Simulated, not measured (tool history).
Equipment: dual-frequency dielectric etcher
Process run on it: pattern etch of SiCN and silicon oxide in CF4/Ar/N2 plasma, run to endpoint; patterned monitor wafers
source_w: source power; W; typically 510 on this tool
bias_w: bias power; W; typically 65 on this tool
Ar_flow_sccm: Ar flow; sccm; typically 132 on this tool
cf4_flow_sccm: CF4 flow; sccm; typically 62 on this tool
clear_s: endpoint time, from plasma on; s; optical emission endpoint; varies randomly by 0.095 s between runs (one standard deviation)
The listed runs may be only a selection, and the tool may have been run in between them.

| run | hour | source_w | bias_w | Ar_flow_sccm | cf4_flow_sccm | incoming incoming film thickness, nm | clear_s |
|---|---|---|---|---|---|---|---|
| 1 | 0.0 | 410 | 65 | 132 | 58 | 14.94 | 20.3 |
|  | 96.3 | wet clean of the chamber |
| 2 | 96.8 | 510 | 65 | 132 | 62 | 14.95 | 16.5 |
| 3 | 109.0 | 510 | 65 | 119 | 62 | 14.75 | 15.8 |
| 4 | 166.6 | 510 | 65 | 132 | 62 | 14.91 | 16.5 |
| 5 | 188.8 | 440 | 75 | 158 | 74 | 14.93 | 17.4 |
| 6 | 212.0 | 510 | 65 | 132 | 62 | 14.85 | 16.5 |
|  | 226.9 | CF4 flow controller replaced |
|  | 232.6 | bias power generator calibrated |
| 7 | 240.9 | 510 | 65 | 162 | 62 | 14.90 | 17.1 |
| 8 | 260.0 | 610 | 59 | 115 | 55 | 14.84 | 15.0 |
| 9 | 291.5 | 570 | 58 | 157 | 47 | 14.80 | 17.8 |
|  | 302.5 | source power generator calibrated |
| 10 | 327.0 | 510 | 52 | 108 | 66 | 14.98 | 18.1 |
| 11 | 356.1 | 510 | 65 | 113 | 62 | 14.79 | 16.7 |
| 12 | 378.6 | 420 | 60 | 142 | 72 | 15.04 | 20.4 |
| 13 | 391.4 | 510 | 65 | 132 | 62 | 14.95 | 17.4 |
|  | 422.1 | wet clean of the chamber |
| 14 | 422.6 | 540 | 65 | 117 | 62 | 14.77 | 15.4 |
| 15 | 440.7 | 510 | 72 | 132 | 62 | 14.88 | 15.8 |
| 16 | 474.9 | 510 | 65 | 132 | 62 | 14.82 | 16.5 |
| 17 | 510.5 | 510 | 77 | 132 | 71 | 15.00 | 15.3 |
| 18 | 534.4 | 450 | 65 | 132 | 62 | 14.85 | 18.4 |
| 19 | 558.6 | 450 | 65 | 105 | 50 | 14.83 | 18.4 |
| 20 | 585.2 | 410 | 65 | 153 | 76 | 14.92 | 19.9 |
| 21 | 611.6 | 440 | 75 | 158 | 74 | 14.92 | 17.7 |
| 22 | 634.3 | 460 | 52 | 132 | 62 | 14.88 | 19.9 |
| 23 | 663.4 | 440 | 73 | 156 | 62 | 14.77 | 18.3 |
| 24 | 693.8 | 510 | 52 | 108 | 66 | 15.03 | 17.8 |

Here are 4 independent what-if runs from the current tool condition. What would each one return?
| A | 694.2 | 510 | 65 | 132 | 62 | 14.94 | ? |
| B | 694.2 | 570 | 51 | 132 | 62 | 14.94 | ? |
| C | 694.2 | 580 | 51 | 151 | 56 | 14.94 | ? |
| D | 694.2 | 620 | 55 | 108 | 75 | 14.94 | ? |

| run | clear_s |
|---|---|
| A | 16.9 |
| B | 17.1 |
| C | 17.8 |
| D | 14.4 |
The same runs, with their run-to-run variation unchanged, on a tool lacking any hidden condition would have given:
| run | clear_s |
|---|---|
| A | 16.9 |
| B | 17.1 |
| C | 17.7 |
| D | 14.4 |

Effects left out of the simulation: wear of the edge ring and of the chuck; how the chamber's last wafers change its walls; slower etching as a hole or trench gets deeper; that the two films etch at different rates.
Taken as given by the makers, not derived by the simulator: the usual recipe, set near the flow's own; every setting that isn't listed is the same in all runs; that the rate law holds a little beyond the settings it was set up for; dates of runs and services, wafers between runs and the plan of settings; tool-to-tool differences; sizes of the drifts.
